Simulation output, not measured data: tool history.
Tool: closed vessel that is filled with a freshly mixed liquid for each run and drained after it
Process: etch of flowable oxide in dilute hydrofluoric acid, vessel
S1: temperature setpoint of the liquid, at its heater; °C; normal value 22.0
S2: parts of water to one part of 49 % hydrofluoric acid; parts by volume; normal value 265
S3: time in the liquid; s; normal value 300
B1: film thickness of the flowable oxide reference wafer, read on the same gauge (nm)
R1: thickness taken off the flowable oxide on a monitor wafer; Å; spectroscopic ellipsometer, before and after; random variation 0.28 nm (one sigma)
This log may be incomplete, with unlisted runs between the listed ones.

run    hour    S1   S2   S3     B1      R1
  1     0.0  22.0  180  300  30.01   615.4
  2    65.2  22.0  180  300  30.00   616.3
  3   117.1  22.0  335  410  30.02   386.8
  4   192.4  22.0  335  410  30.01   393.9
  5   350.5  22.0  265  300  29.99   388.3
  6   432.2  22.0  355  300  30.00   269.9
  7   468.8  22.0  265  300  30.01   393.3
  8   523.6  22.0  265  300  29.98   398.1
  9   562.5  22.0  265  300  30.01   400.8
 10   635.3  22.0  210  300  30.00   544.1
 11   791.4  22.0  265  415  30.00   565.5
 12   970.4  22.0  170  475  30.02  1134.0
      998.1  -- gauge calibrated
     1022.8  -- thermometer replaced
 13  1046.7  22.0  220  435  30.00   702.1
 14  1295.3  24.5  375  210  30.00   192.0
 15  1595.6  17.0  265  300  30.01   336.3
 16  1635.8  22.0  265  140  29.99   188.6
 17  1701.1  22.0  335  410  30.00   408.0
 18  1808.2  22.0  170  300  29.99   696.5
     1857.2  -- hydrofluoric acid flow meter replaced
 19  1914.9  22.0  135  445  30.00  1242.9
 20  2011.6  22.0  265  300  30.00   372.4
 21  2059.9  27.0  265  425  29.98   626.8
 22  2162.3  22.0  265  155  30.01   196.2
 23  2307.8  22.0  225  230  30.00   355.1
 24  2402.9  25.5  375  250  30.00   229.2
 25  2502.8  22.0  265  170  30.00   221.2
 26  2568.1  22.0  375  300  29.99   250.8
 27  2658.9  22.0  180  350  29.97   738.5
 28  2763.4  24.0  265  300  29.99   428.2
 29  2830.9  22.0  265  300  30.00   399.0
 30  2913.0  17.5  135  380  30.00   960.2
 31  2963.1  17.5  350  300  29.97   237.6
 32  3051.0  26.0  265  240  29.97   372.8
 33  3095.2  20.0  265  300  30.01   379.3
     3150.6  -- thermometer replaced
 34  3200.6  26.5  265  300  30.00   449.4

Predict each of these 3 candidate next runs independently; none follows another, all start after run 34:
  A  3201.3  22.0  265  300   ?   ?
  B  3201.3  20.0  135  155   ?   ?
  C  3201.3  25.0  145  300   ?   ?

run     B1     R1
  A  30.00  388.2
  B  30.00  413.3
  C  30.00  896.5
Had the tool no hidden state, the same runs would have come out as:
run     R1
  A  357.3
  B  382.7
  C  829.1
